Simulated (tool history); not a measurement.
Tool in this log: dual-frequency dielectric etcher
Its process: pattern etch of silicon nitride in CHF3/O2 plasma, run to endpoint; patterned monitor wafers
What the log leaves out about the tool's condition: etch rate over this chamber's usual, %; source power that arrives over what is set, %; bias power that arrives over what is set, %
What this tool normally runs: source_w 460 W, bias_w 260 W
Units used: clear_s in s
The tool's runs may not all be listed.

| run | day | source_w | bias_w | wafers since the last listed run | hours since the last wet clean | hours since the last source power generator calibration | hours since the last bias power generator calibration | hours since the last upper electrode change | incoming incoming film thickness, nm | clear_s |
|---|---|---|---|---|---|---|---|---|---|---|
| 1 | 0 | 460 | 260 | 0 | 307.4 | 1737.7 | 3614.6 | 6181.9 | 67.7 | 45.2 |
| 2 | 0.708 | 460 | 260 | 149 | 324.4 | 1754.7 | 3631.6 | 6198.9 | 67.2 | 45.2 |
| 3 | 1.104 | 460 | 260 | 83 | 333.9 | 1764.2 | 3641.1 | 6208.4 | 67.6 | 45.6 |
| 4 | 1.554 | 460 | 260 | 94 | 344.7 | 1775 | 3651.9 | 6219.2 | 67.9 | 45.7 |
| 5 | 1.854 | 460 | 260 | 63 | 351.9 | 1782.2 | 3659.1 | 6226.4 | 67.7 | 45.5 |
| 6 | 2.325 | 460 | 260 | 99 | 363.2 | 1793.5 | 3670.4 | 6237.7 | 67.8 | 45.9 |
| 7 | 2.988 | 460 | 260 | 139 | 379.1 | 1809.4 | 3686.3 | 6253.6 | 67.8 | 45.7 |
| 8 | 3.262 | 460 | 260 | 57 | 385.7 | 1816 | 3692.9 | 6260.2 | 67.8 | 46 |
|  | 4.017 | bias power generator calibrated |
|  | 4.808 | wet clean of the chamber |
| 9 | 4.829 | 460 | 260 | 128 | 0.5 | 1853.6 | 19.5 | 6297.8 | 68 | 43.3 |
| 10 | 4.842 | 550 | 260 | 2 | 0.8 | 1853.9 | 19.8 | 6298.1 | 67.5 | 38.9 |
| 11 | 5.083 | 550 | 260 | 50 | 6.6 | 1859.7 | 25.6 | 6303.9 | 68.6 | 39.5 |
| 12 | 5.554 | 460 | 260 | 99 | 17.9 | 1871 | 36.9 | 6315.2 | 68 | 43.1 |
| 13 | 6.208 | 550 | 260 | 137 | 33.6 | 1886.7 | 52.6 | 6330.9 | 66.9 | 38.5 |
| 14 | 6.808 | 370 | 242 | 126 | 48 | 1901.1 | 67 | 6345.3 | 68.1 | 51.9 |
|  | 7.196 | source power generator calibrated |
|  | 8.821 | upper electrode replaced |
| 15 | 8.842 | 570 | 239 | 182 | 96.8 | 39.5 | 115.8 | 0.5 | 67.9 | 40.3 |
| 16 | 9.15 | 460 | 260 | 64 | 104.2 | 46.9 | 123.2 | 7.9 | 67.7 | 43.8 |
| 17 | 9.767 | 400 | 232 | 129 | 119 | 61.7 | 138 | 22.7 | 68.1 | 50.8 |
| 18 | 10.154 | 460 | 260 | 81 | 128.3 | 71 | 147.3 | 32 | 68.5 | 44.6 |
| 19 | 10.692 | 530 | 303 | 113 | 141.2 | 83.9 | 160.2 | 44.9 | 67.8 | 37.9 |
| 20 | 11.346 | 400 | 232 | 137 | 156.9 | 99.6 | 175.9 | 60.6 | 67.8 | 50.8 |
| 21 | 11.646 | 530 | 303 | 63 | 164.1 | 106.8 | 183.1 | 67.8 | 67.9 | 37.9 |
| 22 | 11.954 | 390 | 281 | 64 | 171.5 | 114.2 | 190.5 | 75.2 | 67.2 | 46.8 |
| 23 | 12.217 | 550 | 242 | 55 | 177.8 | 120.5 | 196.8 | 81.5 | 67.7 | 40.9 |
| 24 | 12.921 | 510 | 285 | 148 | 194.7 | 137.4 | 213.7 | 98.4 | 67.1 | 39.3 |

Hidden state, per run?
source power that arrives over what is set, %: 0 at every run
bias power that arrives over what is set, %: 0 at every run
H1: etch rate over this chamber's usual, %
| run | H1 |
|---|---|
| 1 | -3.83 |
| 2 | -4.02 |
| 3 | -4.12 |
| 4 | -4.24 |
| 5 | -4.32 |
| 6 | -4.44 |
| 7 | -4.61 |
| 8 | -4.68 |
| 9 | 0.678 |
| 10 | 0.675 |
| 11 | 0.612 |
| 12 | 0.489 |
| 13 | 0.319 |
| 14 | 0.163 |
| 15 | -0.367 |
| 16 | -0.447 |
| 17 | -0.608 |
| 18 | -0.709 |
| 19 | -0.849 |
| 20 | -1.02 |
| 21 | -1.1 |
| 22 | -1.18 |
| 23 | -1.25 |
| 24 | -1.43 |

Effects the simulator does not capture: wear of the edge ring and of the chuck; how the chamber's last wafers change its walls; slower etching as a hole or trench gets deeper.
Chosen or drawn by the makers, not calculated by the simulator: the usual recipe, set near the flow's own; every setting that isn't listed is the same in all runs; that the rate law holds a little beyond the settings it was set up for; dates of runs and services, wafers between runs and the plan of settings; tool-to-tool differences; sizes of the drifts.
